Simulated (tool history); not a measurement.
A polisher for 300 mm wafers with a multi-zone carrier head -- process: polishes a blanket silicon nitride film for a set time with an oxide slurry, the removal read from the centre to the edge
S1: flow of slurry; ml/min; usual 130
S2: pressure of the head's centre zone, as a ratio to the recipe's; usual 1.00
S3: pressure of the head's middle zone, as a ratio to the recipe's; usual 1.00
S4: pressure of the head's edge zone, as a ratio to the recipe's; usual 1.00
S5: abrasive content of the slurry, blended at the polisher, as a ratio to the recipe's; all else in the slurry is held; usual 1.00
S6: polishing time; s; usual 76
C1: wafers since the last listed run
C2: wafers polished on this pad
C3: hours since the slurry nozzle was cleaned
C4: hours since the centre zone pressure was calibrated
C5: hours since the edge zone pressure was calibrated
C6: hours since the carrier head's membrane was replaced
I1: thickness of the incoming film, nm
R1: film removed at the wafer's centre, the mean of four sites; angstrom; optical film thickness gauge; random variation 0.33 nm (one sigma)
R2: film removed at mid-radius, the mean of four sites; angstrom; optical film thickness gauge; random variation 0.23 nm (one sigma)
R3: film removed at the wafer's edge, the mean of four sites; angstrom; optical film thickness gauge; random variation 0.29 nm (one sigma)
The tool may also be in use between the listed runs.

Run 1, hour 0.0: usual settings; C1 0; C2 532; C3 640.9; C4 1021.3; C5 754.1; C6 478.1; I1 599.9. Result: R1 283 angstrom, R2 280 angstrom, R3 298 angstrom.
Run 2, hour 17.3: usual settings; C1 144; C2 676; C3 658.2; C4 1038.6; C5 771.4; C6 495.4; I1 585.4. Result: R1 283 angstrom, R2 281 angstrom, R3 297 angstrom.
Run 3, hour 30.9: usual settings; C1 113; C2 790; C3 671.8; C4 1052.2; C5 785.0; C6 509.0; I1 585.1. Result: R1 284 angstrom, R2 283 angstrom, R3 302 angstrom.
Run 4, hour 38.2: usual settings; C1 60; C2 851; C3 679.1; C4 1059.5; C5 792.3; C6 516.3; I1 584.6. Result: R1 290 angstrom, R2 281 angstrom, R3 300 angstrom.
Run 5, hour 53.9: usual settings; C1 131; C2 982; C3 694.8; C4 1075.2; C5 808.0; C6 532.0; I1 599.9. Result: R1 283 angstrom, R2 280 angstrom, R3 305 angstrom.
At hour 64.6: worn pad replaced by a new one.
Run 6, hour 65.1: usual settings; C1 60; C2 4; C3 706.0; C4 1086.4; C5 819.2; C6 543.2; I1 595.4. Result: R1 285 angstrom, R2 278 angstrom, R3 306 angstrom.
Run 7, hour 79.3: usual settings; C1 118; C2 122; C3 720.2; C4 1100.6; C5 833.4; C6 557.4; I1 583.3. Result: R1 283 angstrom, R2 282 angstrom, R3 300 angstrom.
Run 8, hour 90.2: usual settings; C1 91; C2 213; C3 731.1; C4 1111.5; C5 844.3; C6 568.3; I1 595.0. Result: R1 279 angstrom, R2 281 angstrom, R3 298 angstrom.
Run 9, hour 99.0: usual settings; C1 73; C2 287; C3 739.9; C4 1120.3; C5 853.1; C6 577.1; I1 598.6. Result: R1 285 angstrom, R2 279 angstrom, R3 306 angstrom.
At hour 110.9: centre zone pressure recalibrated.
Run 10, hour 111.4: usual settings; C1 86; C2 373; C3 752.3; C4 0.5; C5 865.5; C6 589.5; I1 594.4. Result: R1 283 angstrom, R2 278 angstrom, R3 303 angstrom.
At hour 119.5: edge zone pressure recalibrated.
Run 11, hour 128.0: usual settings but S3 0.94; C1 121; C2 495; C3 768.9; C4 17.1; C5 8.5; C6 606.1; I1 593.9. Result: R1 281 angstrom, R2 269 angstrom, R3 302 angstrom.
Run 12, hour 143.5: usual settings but S2 1.12, S5 1.20; C1 129; C2 625; C3 784.4; C4 32.6; C5 24.0; C6 621.6; I1 586.8. Result: R1 333 angstrom, R2 298 angstrom, R3 316 angstrom.
Run 13, hour 155.0: usual settings; C1 96; C2 721; C3 795.9; C4 44.1; C5 35.5; C6 633.1; I1 599.4. Result: R1 282 angstrom, R2 283 angstrom, R3 302 angstrom.
At hour 161.6: slurry nozzle cleaned.
At hour 165.3: carrier head's membrane replaced by a new one.
Run 14, hour 167.4: usual settings but S2 1.04, S4 1.10, S5 0.75; C1 64; C2 785; C3 5.8; C4 56.5; C5 47.9; C6 2.1; I1 590.6. Result: R1 239 angstrom, R2 234 angstrom, R3 262 angstrom.
At hour 177.7: worn pad replaced by a new one.
Run 15, hour 178.2: usual settings but S1 160 ml/min, S2 1.08; C1 56; C2 3; C3 16.6; C4 67.3; C5 58.7; C6 12.9; I1 583.8. Result: R1 304 angstrom, R2 273 angstrom, R3 298 angstrom.
Run 16, hour 192.6: usual settings but S2 1.06, S3 0.91, S4 1.11, S5 1.10; C1 120; C2 124; C3 31.0; C4 81.7; C5 73.1; C6 27.3; I1 589.6. Result: R1 272 angstrom, R2 244 angstrom, R3 307 angstrom.
Run 17, hour 202.7: usual settings but S2 1.12, S3 0.91, S6 83 s; C1 84; C2 208; C3 41.1; C4 91.8; C5 83.2; C6 37.4; I1 587.4. Result: R1 305 angstrom, R2 259 angstrom, R3 308 angstrom.
Run 18, hour 211.8: usual settings; C1 75; C2 284; C3 50.2; C4 100.9; C5 92.3; C6 46.5; I1 590.0. Result: R1 246 angstrom, R2 254 angstrom, R3 282 angstrom.
At hour 219.9: slurry nozzle cleaned, repeated, since the last time left the tool worse.
Run 19, hour 220.4: usual settings but S4 0.93; C1 63; C2 347; C3 0.5; C4 109.5; C5 100.9; C6 55.1; I1 583.8. Result: R1 309 angstrom, R2 304 angstrom, R3 314 angstrom.
Run 20, hour 236.5: usual settings but S3 0.92, S5 1.25; C1 134; C2 482; C3 16.6; C4 125.6; C5 117.0; C6 71.2; I1 588.3. Result: R1 334 angstrom, R2 312 angstrom, R3 349 angstrom.

Selected run-to-run steps in R1, each split into two signed amounts: the part the tool would show with no hidden state at all (from settings, incoming material and random variation), and the remainder, which goes to the hidden state together with any gauge scatter not common to the measured and the hidden-state-free results:
The tool's hidden condition here consists of: removal rate lost through wear of the pad, %; slurry flow missing at the pad, %; deviation of the centre zone's pressure from its setpoint, %; deviation of the edge zone's pressure from its setpoint, %.
Run 13 -> 14: S2 1.00 -> 1.04, S4 1.00 -> 1.10, S5 1.00 -> 0.75, slurry nozzle cleaned, carrier head's membrane replaced by a new one. R1 -43 angstrom: hidden state -24, all else -19.
Run 14 -> 15: S1 130 -> 160, S2 1.04 -> 1.08, S4 1.10 -> 1.00, S5 0.75 -> 1.00, worn pad replaced by a new one. R1 +65 angstrom: hidden state -4, all else +69.
Run 18 -> 19: S4 1.00 -> 0.93, slurry nozzle cleaned, repeated, since the last time left the tool worse. R1 +63 angstrom: hidden state +60, all else +3.
